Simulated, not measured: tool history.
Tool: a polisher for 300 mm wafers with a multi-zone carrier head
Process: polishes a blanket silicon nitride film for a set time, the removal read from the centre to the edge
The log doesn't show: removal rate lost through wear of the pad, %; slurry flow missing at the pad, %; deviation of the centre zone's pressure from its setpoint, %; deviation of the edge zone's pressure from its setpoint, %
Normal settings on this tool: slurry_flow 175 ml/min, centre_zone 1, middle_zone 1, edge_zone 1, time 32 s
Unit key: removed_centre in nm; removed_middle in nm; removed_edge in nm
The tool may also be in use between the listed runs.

run     day  slurry_flow  centre_zone  middle_zone  edge_zone  time  wafers since the last listed run  wafers polished on this pad  hours since the slurry nozzle was cleaned  hours since the centre zone pressure was calibrated  hours since the edge zone pressure was calibrated  hours since the carrier head's membrane was replaced  incoming thickness of the incoming film, nm  removed_centre  removed_middle  removed_edge
  1       0          175            1            1          1    32                                 0                           69                                      192.1                                                704.9                                              524.6                                                 739.6                                        547.6            57.7              59          57.7
  2   1.433          175            1            1          1    32                               395                          465                                      226.5                                                739.3                                                559                                                   774                                        546.1            58.6            56.6          57.1
  3   2.338          175            1            1          1    32                               249                          714                                      248.2                                                  761                                              580.7                                                 795.7                                        556.1            57.8            56.4            58
  4   3.754          175            1            1          1    32                               390                         1105                                      282.2                                                  795                                              614.7                                                 829.7                                        551.9            55.2            54.9          55.3
  5   4.912          175            1            1          1    32                               319                         1424                                        310                                                822.8                                              642.5                                                 857.5                                          554            55.2            55.2          53.8
      6.512  -- worn pad replaced by a new one
      9.329  -- slurry nozzle cleaned
  6    9.35          175            1            1       0.94    32                              1166                          770                                        0.5                                                929.3                                                749                                                   964                                          548            57.8            56.9          56.7
  7  10.629          205            1            1       1.06    32                               352                         1123                                       31.2                                                  960                                              779.7                                                 994.7                                        549.1            57.4            57.3          58.4
     11.917  -- carrier head's membrane replaced by a new one
  8  11.938          205            1            1       1.06    32                               303                         1427                                       62.6                                                991.4                                              811.1                                                   0.5                                        547.3            56.8            55.3          56.9
     12.438  -- edge zone pressure recalibrated
  9    12.7          175            1            1          1    32                               187                         1614                                       80.9                                               1009.7                                                6.3                                                  18.8                                        546.5            54.6            53.4          53.7
     12.871  -- worn pad replaced by a new one
 10    13.7          175            1            1          1    32                               229                          229                                      104.9                                               1033.7                                               30.3                                                  42.8                                        552.4            59.4            57.9          57.6
 11  15.162          175            1            1          1    32                               403                          632                                        140                                               1068.8                                               65.4                                                  77.9                                        560.6            57.6            57.2          57.2
 12  16.417          175            1            1          1    38                               346                          978                                      170.1                                               1098.9                                               95.5                                                   108                                          561            67.3              66          65.8

Run 13 has not been measured yet. What should we expect?
     16.979  -- centre zone pressure recalibrated
 13   17          175            1            1          1    32                               137                         1116                                      184.1                                                  0.5                                              109.5                                                   122                                        542.7               ?               ?             ?

removed_centre: 56.3 nm
removed_middle: 55.6 nm
removed_edge: 54.8 nm
With no hidden state in the tool, this same run would have given removed_centre 60.3 nm, removed_middle 59.5 nm, removed_edge 58.6 nm.
